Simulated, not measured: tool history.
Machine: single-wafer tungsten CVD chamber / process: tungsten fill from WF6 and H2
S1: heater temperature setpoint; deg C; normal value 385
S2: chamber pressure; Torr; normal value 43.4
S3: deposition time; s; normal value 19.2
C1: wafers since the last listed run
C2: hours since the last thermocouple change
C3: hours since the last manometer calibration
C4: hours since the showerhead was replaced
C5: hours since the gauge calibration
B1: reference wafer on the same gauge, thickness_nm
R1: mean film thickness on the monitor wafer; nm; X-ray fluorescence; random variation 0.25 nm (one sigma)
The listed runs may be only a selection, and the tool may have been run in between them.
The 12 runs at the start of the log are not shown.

-- hour=610 capacitance manometer re-zeroed and calibrated
run 13 hour=622.4 | S1=385 S2=43.4 S3=19.2 | C1=1726 C2=146.6 C3=12.4 C4=5921.1 C5=1200 | B1=42.048 | R1=44.724
run 14 hour=740.4 | S1=385 S2=43.4 S3=19.2 | C1=4694 C2=264.6 C3=130.4 C4=6039.1 C5=1318 | B1=42.132 | R1=44.991
run 15 hour=810.3 | S1=385 S2=43.4 S3=19.2 | C1=2781 C2=334.5 C3=200.3 C4=6109 C5=1387.9 | B1=42.232 | R1=45.369
run 16 hour=850.6 | S1=385 S2=43.4 S3=19.2 | C1=1603 C2=374.8 C3=240.6 C4=6149.3 C5=1428.2 | B1=42.231 | R1=44.687
-- hour=858 gauge calibrated
-- hour=888.8 showerhead replaced
run 17 hour=899.5 | S1=385 S2=43.4 S3=19.2 | C1=1627 C2=423.7 C3=289.5 C4=10.7 C5=41.5 | B1=42.172 | R1=45.076
run 18 hour=960.4 | S1=390 S2=48.2 S3=19.2 | C1=2423 C2=484.6 C3=350.4 C4=71.6 C5=102.4 | B1=42.173 | R1=52.162
run 19 hour=1001.1 | S1=399 S2=51.9 S3=22.1 | C1=1619 C2=525.3 C3=391.1 C4=112.3 C5=143.1 | B1=42.263 | R1=75.646
run 20 hour=1049.4 | S1=385 S2=43.4 S3=19.2 | C1=1921 C2=573.6 C3=439.4 C4=160.6 C5=191.4 | B1=42.106 | R1=44.691
run 21 hour=1074.9 | S1=395 S2=47.2 S3=20.4 | C1=1014 C2=599.1 C3=464.9 C4=186.1 C5=216.9 | B1=42.184 | R1=60.649
run 22 hour=1104.3 | S1=385 S2=43.4 S3=19.2 | C1=1169 C2=628.5 C3=494.3 C4=215.5 C5=246.3 | B1=42.223 | R1=44.695
run 23 hour=1131.8 | S1=385 S2=43.4 S3=19.2 | C1=1094 C2=656 C3=521.8 C4=243 C5=273.8 | B1=42.133 | R1=45.167
run 24 hour=1191.7 | S1=385 S2=43.4 S3=19.2 | C1=2383 C2=715.9 C3=581.7 C4=302.9 C5=333.7 | B1=42.175 | R1=45.411
run 25 hour=1241.5 | S1=379 S2=35 S3=19.2 | C1=1981 C2=765.7 C3=631.5 C4=352.7 C5=383.5 | B1=42.162 | R1=35.949
run 26 hour=1293.2 | S1=385 S2=43.4 S3=19.2 | C1=2057 C2=817.4 C3=683.2 C4=404.4 C5=435.2 | B1=42.252 | R1=44.67
run 27 hour=1343.6 | S1=372 S2=43.4 S3=19.2 | C1=2005 C2=867.8 C3=733.6 C4=454.8 C5=485.6 | B1=42.294 | R1=33.376
run 28 hour=1392.7 | S1=385 S2=43.4 S3=16.4 | C1=1953 C2=916.9 C3=782.7 C4=503.9 C5=534.7 | B1=42.133 | R1=38.238
run 29 hour=1451.9 | S1=390 S2=49.9 S3=15.5 | C1=2355 C2=976.1 C3=841.9 C4=563.1 C5=593.9 | B1=42.136 | R1=43.428
run 30 hour=1517.9 | S1=385 S2=43.4 S3=18.2 | C1=2625 C2=1042.1 C3=907.9 C4=629.1 C5=659.9 | B1=42.133 | R1=42.612
run 31 hour=1731.4 | S1=370 S2=43.4 S3=16.5 | C1=8494 C2=1255.6 C3=1121.4 C4=842.6 C5=873.4 | B1=42.311 | R1=27.186
run 32 hour=1774.2 | S1=376 S2=43.4 S3=19.2 | C1=1702 C2=1298.4 C3=1164.2 C4=885.4 C5=916.2 | B1=42.355 | R1=36.982
run 33 hour=1823.9 | S1=398 S2=43.4 S3=19.2 | C1=1977 C2=1348.1 C3=1213.9 C4=935.1 C5=965.9 | B1=42.192 | R1=60.369
run 34 hour=1870.9 | S1=396 S2=47 S3=15.6 | C1=1870 C2=1395.1 C3=1260.9 C4=982.1 C5=1012.9 | B1=42.162 | R1=47.999

4 options for the next run, each taken on its own from the tool as it stands now. Forecast them:
run A hour=1871.3 | S1=377 S2=43.4 S3=19.2 | C1=15 C2=1395.5 C3=1261.3 C4=982.5 C5=1013.3 | B1=? | R1=?
run B hour=1871.3 | S1=398 S2=46.4 S3=17.8 | C1=15 C2=1395.5 C3=1261.3 C4=982.5 C5=1013.3 | B1=? | R1=?
run C hour=1871.3 | S1=372 S2=34.8 S3=19.2 | C1=15 C2=1395.5 C3=1261.3 C4=982.5 C5=1013.3 | B1=? | R1=?
run D hour=1871.3 | S1=385 S2=43.4 S3=17.8 | C1=15 C2=1395.5 C3=1261.3 C4=982.5 C5=1013.3 | B1=? | R1=?

run=A B1=42.226 R1=37.307
run=B B1=42.226 R1=56.711
run=C B1=42.226 R1=30.288
run=D B1=42.226 R1=41.583
With the hidden condition removed and each run's random variation left untouched, the same runs would have given:
run=A R1=37.307
run=B R1=56.711
run=C R1=30.288
run=D R1=41.583
